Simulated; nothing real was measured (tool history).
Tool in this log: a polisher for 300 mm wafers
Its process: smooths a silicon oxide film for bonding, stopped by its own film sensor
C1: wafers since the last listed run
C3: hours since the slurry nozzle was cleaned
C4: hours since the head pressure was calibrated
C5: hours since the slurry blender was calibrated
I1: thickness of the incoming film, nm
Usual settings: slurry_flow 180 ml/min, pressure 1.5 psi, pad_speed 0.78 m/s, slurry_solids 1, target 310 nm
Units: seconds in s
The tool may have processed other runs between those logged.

run 1 hour=0 | slurry_flow=180 pressure=1.1 pad_speed=0.78 slurry_solids=1 target=310 | C1=0 wafers_polished_on_this_pad=915 C3=105 C4=322.1 C5=14 | I1=362.2 | seconds=150.8
run 2 hour=73.1 | slurry_flow=180 pressure=1.1 pad_speed=0.78 slurry_solids=1 target=310 | C1=625 wafers_polished_on_this_pad=1540 C3=178.1 C4=395.2 C5=87.1 | I1=359.5 | seconds=143.4
run 3 hour=155.6 | slurry_flow=180 pressure=1.1 pad_speed=0.78 slurry_solids=1 target=310 | C1=706 wafers_polished_on_this_pad=2246 C3=260.6 C4=477.7 C5=169.6 | I1=358.6 | seconds=142.6
run 4 hour=253.9 | slurry_flow=195 pressure=1.5 pad_speed=0.78 slurry_solids=1 target=310 | C1=841 wafers_polished_on_this_pad=3087 C3=358.9 C4=576 C5=267.9 | I1=353.8 | seconds=95
-- hour=322.3 worn pad replaced by a new one
run 5 hour=360.6 | slurry_flow=180 pressure=1.5 pad_speed=0.78 slurry_solids=1 target=310 | C1=878 wafers_polished_on_this_pad=327 C3=465.6 C4=682.7 C5=374.6 | I1=355.7 | seconds=104.7
run 6 hour=396.7 | slurry_flow=180 pressure=1.5 pad_speed=0.78 slurry_solids=1 target=310 | C1=308 wafers_polished_on_this_pad=636 C3=501.7 C4=718.8 C5=410.7 | I1=361.6 | seconds=117.4
-- hour=417.4 slurry blender recalibrated
run 7 hour=497.4 | slurry_flow=180 pressure=1.5 pad_speed=0.78 slurry_solids=1 target=310 | C1=844 wafers_polished_on_this_pad=1481 C3=602.4 C4=819.5 C5=80 | I1=362.6 | seconds=119.8
run 8 hour=596 | slurry_flow=180 pressure=1.5 pad_speed=0.58 slurry_solids=1 target=310 | C1=843 wafers_polished_on_this_pad=2325 C3=701 C4=918.1 C5=178.6 | I1=355.6 | seconds=131.5
-- hour=635.5 slurry nozzle cleaned
run 9 hour=663.3 | slurry_flow=180 pressure=1.5 pad_speed=0.58 slurry_solids=1 target=310 | C1=567 wafers_polished_on_this_pad=2892 C3=27.8 C4=985.4 C5=245.9 | I1=359.3 | seconds=147.2
-- hour=688.7 worn pad replaced by a new one
run 10 hour=736 | slurry_flow=130 pressure=1.5 pad_speed=0.78 slurry_solids=1 target=310 | C1=587 wafers_polished_on_this_pad=404 C3=100.5 C4=1058.1 C5=318.6 | I1=360.1 | seconds=122.6
run 11 hour=783.2 | slurry_flow=130 pressure=1.5 pad_speed=0.78 slurry_solids=1 target=310 | C1=403 wafers_polished_on_this_pad=808 C3=147.7 C4=1105.3 C5=365.8 | I1=356.8 | seconds=114.4
-- hour=787.6 slurry blender recalibrated
-- hour=831.8 head pressure recalibrated
run 12 hour=868.5 | slurry_flow=180 pressure=1.5 pad_speed=0.88 slurry_solids=1 target=310 | C1=695 wafers_polished_on_this_pad=1504 C3=233 C4=36.7 C5=80.9 | I1=357.6 | seconds=91
run 13 hour=924.2 | slurry_flow=180 pressure=1.5 pad_speed=0.78 slurry_solids=1 target=310 | C1=476 wafers_polished_on_this_pad=1981 C3=288.7 C4=92.4 C5=136.6 | I1=361.1 | seconds=106.8
run 14 hour=975.8 | slurry_flow=145 pressure=1.5 pad_speed=0.78 slurry_solids=1 target=310 | C1=441 wafers_polished_on_this_pad=2422 C3=340.3 C4=144 C5=188.2 | I1=363.8 | seconds=120.7
-- hour=1017.2 worn pad replaced by a new one
run 15 hour=1017.7 | slurry_flow=180 pressure=1.5 pad_speed=0.78 slurry_solids=1 target=310 | C1=324 wafers_polished_on_this_pad=4 C3=382.2 C4=185.9 C5=230.1 | I1=361.1 | seconds=111.3
run 16 hour=1091.3 | slurry_flow=210 pressure=1.3 pad_speed=1.04 slurry_solids=1 target=310 | C1=629 wafers_polished_on_this_pad=634 C3=455.8 C4=259.5 C5=303.7 | I1=357.1 | seconds=86.7
-- hour=1163.7 slurry blender recalibrated
run 17 hour=1168.6 | slurry_flow=215 pressure=1.8 pad_speed=0.78 slurry_solids=1.2 target=310 | C1=644 wafers_polished_on_this_pad=1278 C3=533.1 C4=336.8 C5=4.9 | I1=359.9 | seconds=84.9
run 18 hour=1222.8 | slurry_flow=210 pressure=1.5 pad_speed=0.78 slurry_solids=1 target=310 | C1=463 wafers_polished_on_this_pad=1742 C3=587.3 C4=391 C5=59.1 | I1=356.2 | seconds=96.8
run 19 hour=1268.6 | slurry_flow=180 pressure=1.5 pad_speed=0.86 slurry_solids=0.8 target=315 | C1=391 wafers_polished_on_this_pad=2134 C3=633.1 C4=436.8 C5=104.9 | I1=360.2 | seconds=102.4
run 20 hour=1374.2 | slurry_flow=180 pressure=1.5 pad_speed=0.78 slurry_solids=1 target=301 | C1=903 wafers_polished_on_this_pad=3038 C3=738.7 C4=542.4 C5=210.5 | I1=358.2 | seconds=123.7
-- hour=1402.3 worn pad replaced by a new one
run 21 hour=1423.3 | slurry_flow=180 pressure=1.5 pad_speed=0.78 slurry_solids=1 target=317 | C1=385 wafers_polished_on_this_pad=180 C3=787.8 C4=591.5 C5=259.6 | I1=354.8 | seconds=82.5
-- hour=1468 slurry nozzle cleaned
run 22 hour=1501.1 | slurry_flow=180 pressure=1.2 pad_speed=0.88 slurry_solids=1 target=310 | C1=657 wafers_polished_on_this_pad=837 C3=33.1 C4=669.3 C5=337.4 | I1=361.1 | seconds=125.3
-- hour=1541.1 slurry blender recalibrated
run 23 hour=1719.3 | slurry_flow=180 pressure=1.1 pad_speed=0.78 slurry_solids=1 target=310 | C1=1850 wafers_polished_on_this_pad=2687 C3=251.3 C4=887.5 C5=178.2 | I1=356.9 | seconds=139.4
-- hour=1808 worn pad replaced by a new one
run 24 hour=1811.4 | slurry_flow=180 pressure=1.5 pad_speed=0.78 slurry_solids=1 target=310 | C1=753 wafers_polished_on_this_pad=28 C3=343.4 C4=979.6 C5=270.3 | I1=359.1 | seconds=108.6
run 25 hour=1881.9 | slurry_flow=180 pressure=1.3 pad_speed=0.78 slurry_solids=1 target=324 | C1=603 wafers_polished_on_this_pad=632 C3=413.9 C4=1050.1 C5=340.8 | I1=355.7 | seconds=84.1

4 options for the next run, each taken on its own from the tool as it stands now. Forecast them:
run A hour=1882.4 | slurry_flow=180 pressure=1.3 pad_speed=0.78 slurry_solids=1 target=310 | C1=4 wafers_polished_on_this_pad=636 C3=414.4 C4=1050.6 C5=341.3 | I1=360.9 | seconds=?
run B hour=1882.4 | slurry_flow=120 pressure=1.4 pad_speed=0.78 slurry_solids=1 target=310 | C1=4 wafers_polished_on_this_pad=636 C3=414.4 C4=1050.6 C5=341.3 | I1=360.9 | seconds=?
run C hour=1882.4 | slurry_flow=140 pressure=1.5 pad_speed=0.78 slurry_solids=1 target=310 | C1=4 wafers_polished_on_this_pad=636 C3=414.4 C4=1050.6 C5=341.3 | I1=360.9 | seconds=?
run D hour=1882.4 | slurry_flow=180 pressure=1.1 pad_speed=0.54 slurry_solids=1 target=299 | C1=4 wafers_polished_on_this_pad=636 C3=414.4 C4=1050.6 C5=341.3 | I1=360.9 | seconds=?

run=A seconds=132.5
run=B seconds=134.9
run=C seconds=122.3
run=D seconds=250.2
With the hidden condition removed and each run's random variation left untouched, the same runs would have given:
run=A seconds=124.7
run=B seconds=127
run=C seconds=115.1
run=D seconds=235.5
